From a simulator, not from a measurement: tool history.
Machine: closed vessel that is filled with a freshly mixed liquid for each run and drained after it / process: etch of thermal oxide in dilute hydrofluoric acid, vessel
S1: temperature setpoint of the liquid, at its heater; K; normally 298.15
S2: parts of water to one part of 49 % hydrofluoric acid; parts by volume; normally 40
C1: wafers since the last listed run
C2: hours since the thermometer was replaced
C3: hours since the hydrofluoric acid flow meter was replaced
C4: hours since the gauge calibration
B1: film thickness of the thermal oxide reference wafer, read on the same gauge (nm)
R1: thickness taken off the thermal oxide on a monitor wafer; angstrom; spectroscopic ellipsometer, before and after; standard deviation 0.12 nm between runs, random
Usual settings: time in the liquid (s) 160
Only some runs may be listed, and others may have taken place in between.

Run 1, day 0.000: usual settings; C1 0; C2 1003.6; C3 1605.3; C4 138.4; B1 40.00. Result: R1 187.8 angstrom.
Run 2, day 3.742: usual settings; C1 7520; C2 1093.4; C3 1695.1; C4 228.2; B1 40.01. Result: R1 188.1 angstrom.
Run 3, day 5.604: usual settings; C1 3743; C2 1138.1; C3 1739.8; C4 272.9; B1 40.01. Result: R1 186.7 angstrom.
Run 4, day 9.504: usual settings; C1 7838; C2 1231.7; C3 1833.4; C4 366.5; B1 40.02. Result: R1 186.7 angstrom.
Run 5, day 12.662: usual settings; C1 6347; C2 1307.5; C3 1909.2; C4 442.3; B1 39.97. Result: R1 186.9 angstrom.
Run 6, day 15.308: usual settings; C1 5317; C2 1371.0; C3 1972.7; C4 505.8; B1 39.98. Result: R1 186.9 angstrom.
Run 7, day 18.321: usual settings; C1 6054; C2 1443.3; C3 2045.0; C4 578.1; B1 40.00. Result: R1 182.8 angstrom.
Run 8, day 20.154: usual settings; C1 3684; C2 1487.3; C3 2089.0; C4 622.1; B1 40.01. Result: R1 182.5 angstrom.
At day 20.696: thermometer replaced.
Run 9, day 24.554: usual settings but S1 299.65 K, S2 25 parts by volume, time in the liquid (s) 185; C1 8759; C2 92.6; C3 2194.6; C4 727.7; B1 39.99. Result: R1 350.4 angstrom.
At day 26.100: hydrofluoric acid flow meter replaced.
At day 26.717: gauge calibrated.
Run 10, day 27.883: usual settings; C1 6607; C2 172.5; C3 42.8; C4 28.0; B1 39.95. Result: R1 176.3 angstrom.
At day 28.908: thermometer replaced, repeated, since the last time left the tool worse.
Run 11, day 29.842: usual settings but S1 303.15 K, S2 55 parts by volume, time in the liquid (s) 190; C1 3852; C2 22.4; C3 89.8; C4 75.0; B1 40.00. Result: R1 201.4 angstrom.
Run 12, day 32.375: usual settings but S1 299.65 K, S2 25 parts by volume, time in the liquid (s) 115; C1 5091; C2 83.2; C3 150.6; C4 135.8; B1 40.03. Result: R1 247.1 angstrom.
Run 13, day 34.708: usual settings but S1 300.15 K, S2 25 parts by volume, time in the liquid (s) 210; C1 4689; C2 139.2; C3 206.6; C4 191.8; B1 39.99. Result: R1 454.2 angstrom.
Run 14, day 37.708: usual settings but S2 50 parts by volume, time in the liquid (s) 115; C1 6029; C2 211.2; C3 278.6; C4 263.8; B1 39.98. Result: R1 108.6 angstrom.
Run 15, day 40.404: usual settings but S1 301.15 K, S2 50 parts by volume, time in the liquid (s) 130; C1 5418; C2 275.9; C3 343.3; C4 328.5; B1 39.99. Result: R1 142.0 angstrom.

For each run, what was the tool's unlogged condition?
hydrofluoric acid flow below the setpoint (%): 0 on each run
gauge reads high (%): 0 on each run
H1: liquid colder than its thermometer reads (K)
run     H1
  1   1.42
  2   1.53
  3   1.58
  4    1.7
  5   1.79
  6   1.87
  7   1.96
  8   2.01
  9   3.12
 10   3.22
 11   0.34
 12  0.415
 13  0.484
 14  0.573
 15  0.653

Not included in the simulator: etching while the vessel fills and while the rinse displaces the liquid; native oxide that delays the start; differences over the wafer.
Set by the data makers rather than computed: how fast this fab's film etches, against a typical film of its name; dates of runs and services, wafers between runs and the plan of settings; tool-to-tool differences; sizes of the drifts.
